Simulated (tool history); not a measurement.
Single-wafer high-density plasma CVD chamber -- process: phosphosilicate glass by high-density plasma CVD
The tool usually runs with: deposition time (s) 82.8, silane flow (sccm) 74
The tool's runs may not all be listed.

| run | hour | deposition time (s) | silane flow (sccm) | read-back reference wafer on the same gauge, thickness_nm | mean film thickness on the monitor wafer (nm) |
|---|---|---|---|---|---|
| 1 | 0 | 91.9 | 74 | 588.715 | 639.698 |
| 2 | 82.9 | 82.8 | 82 | 589.169 | 634.397 |
| 3 | 178 | 82.8 | 82 | 589.363 | 633.715 |
| 4 | 242.4 | 92.9 | 66 | 589.1 | 576.818 |
| 5 | 337.5 | 82.8 | 69 | 589.147 | 534.492 |
| 6 | 437.9 | 72.2 | 67 | 588.776 | 451.785 |
| 7 | 490.2 | 72.2 | 67 | 589.359 | 452.171 |
| 8 | 526.3 | 77.4 | 65 | 588.22 | 473.718 |
| 9 | 771.7 | 77.4 | 65 | 589.114 | 471.446 |
| 10 | 858.4 | 77.4 | 65 | 589.611 | 468.853 |
| 11 | 1171.7 | 82.8 | 62 | 589.536 | 478.365 |
| 12 | 1264.8 | 82.8 | 62 | 589.054 | 476.427 |
| 13 | 1362.5 | 82.8 | 62 | 589.03 | 478.178 |
| 14 | 1432 | 87.7 | 79 | 588.72 | 644.296 |
| 15 | 1509.2 | 82.8 | 74 | 589.513 | 570.198 |
| 16 | 1727.6 | 82.8 | 74 | 588.6 | 571.366 |
| 17 | 1799.8 | 82.8 | 74 | 589.405 | 567.888 |
| 18 | 1840.5 | 82.8 | 74 | 589.163 | 570.222 |
| 19 | 1892.4 | 90.6 | 84 | 588.48 | 707.347 |
| 20 | 1960.5 | 90.6 | 84 | 588.935 | 705.702 |
| 21 | 2019.4 | 82.8 | 74 | 588.493 | 564.908 |
| 22 | 2094.9 | 88.4 | 84 | 589.223 | 686.492 |
| 23 | 2156.6 | 73.8 | 68 | 589.525 | 465.623 |
| 24 | 2236 | 75.5 | 79 | 589.068 | 549.638 |
|  | 2248.7 | silane flow controller replaced |
| 25 | 2338.6 | 67.8 | 84 | 588.933 | 536.034 |
| 26 | 2435.4 | 98.1 | 86 | 588.67 | 796.896 |
| 27 | 2542.6 | 96.1 | 80 | 589.154 | 716.609 |
|  | 2588.7 | gauge calibrated |
| 28 | 2622.9 | 82.8 | 74 | 589.423 | 576.185 |
| 29 | 2672.2 | 82.8 | 66 | 589.044 | 511.207 |
| 30 | 2735.3 | 68.4 | 65 | 589.368 | 415.327 |
| 31 | 2829.3 | 82.8 | 64 | 588.793 | 498.849 |
| 32 | 2920.9 | 82.8 | 81 | 589.201 | 629.457 |
| 33 | 2958 | 72.3 | 65 | 589.304 | 439.674 |
| 34 | 3035.2 | 82.8 | 74 | 588.576 | 572.813 |
| 35 | 3137.1 | 77.8 | 60 | 589.036 | 439.067 |
| 36 | 3211.9 | 87.3 | 74 | 588.885 | 599.205 |
| 37 | 3249.1 | 82.8 | 74 | 588.757 | 572.516 |
| 38 | 3337.4 | 73.7 | 70 | 589.145 | 479.487 |
| 39 | 3415.9 | 82.8 | 74 | 588.618 | 572.492 |
| 40 | 3508.3 | 82.8 | 84 | 589.326 | 647.733 |
| 41 | 3614.1 | 74 | 74 | 589.171 | 513.521 |
| 42 | 3659.2 | 70.3 | 84 | 589.616 | 552.006 |

Below, some changes in mean film thickness on the monitor wafer (nm) between adjacent runs. For each, the amount present without the hidden state too (settings, incoming material, random variation) and the amount remaining for the hidden state with gauge scatter not shared by both compared results:
Unlogged tool condition in this case: delivered silane flow above the setpoint (%); gauge reads high (%).
Run 13 -> 14: deposition time (s) 82.8 -> 87.7, silane flow (sccm) 62 -> 79. mean film thickness on the monitor wafer (nm) +166.118: hidden state -3.081, all else +169.199.
Run 22 -> 23: deposition time (s) 88.4 -> 73.8, silane flow (sccm) 84 -> 68. mean film thickness on the monitor wafer (nm) -220.869: hidden state +4.586, all else -225.455.
Run 24 -> 25: deposition time (s) 75.5 -> 67.8, silane flow (sccm) 79 -> 84, silane flow controller replaced. mean film thickness on the monitor wafer (nm) -13.604: hidden state +10.759, all else -24.363.
Run 25 -> 26: deposition time (s) 67.8 -> 98.1, silane flow (sccm) 84 -> 86. mean film thickness on the monitor wafer (nm) +260.862: hidden state -1.298, all else +262.16.
Run 32 -> 33: deposition time (s) 82.8 -> 72.3, silane flow (sccm) 81 -> 65. mean film thickness on the monitor wafer (nm) -189.783: hidden state +1.191, all else -190.974.
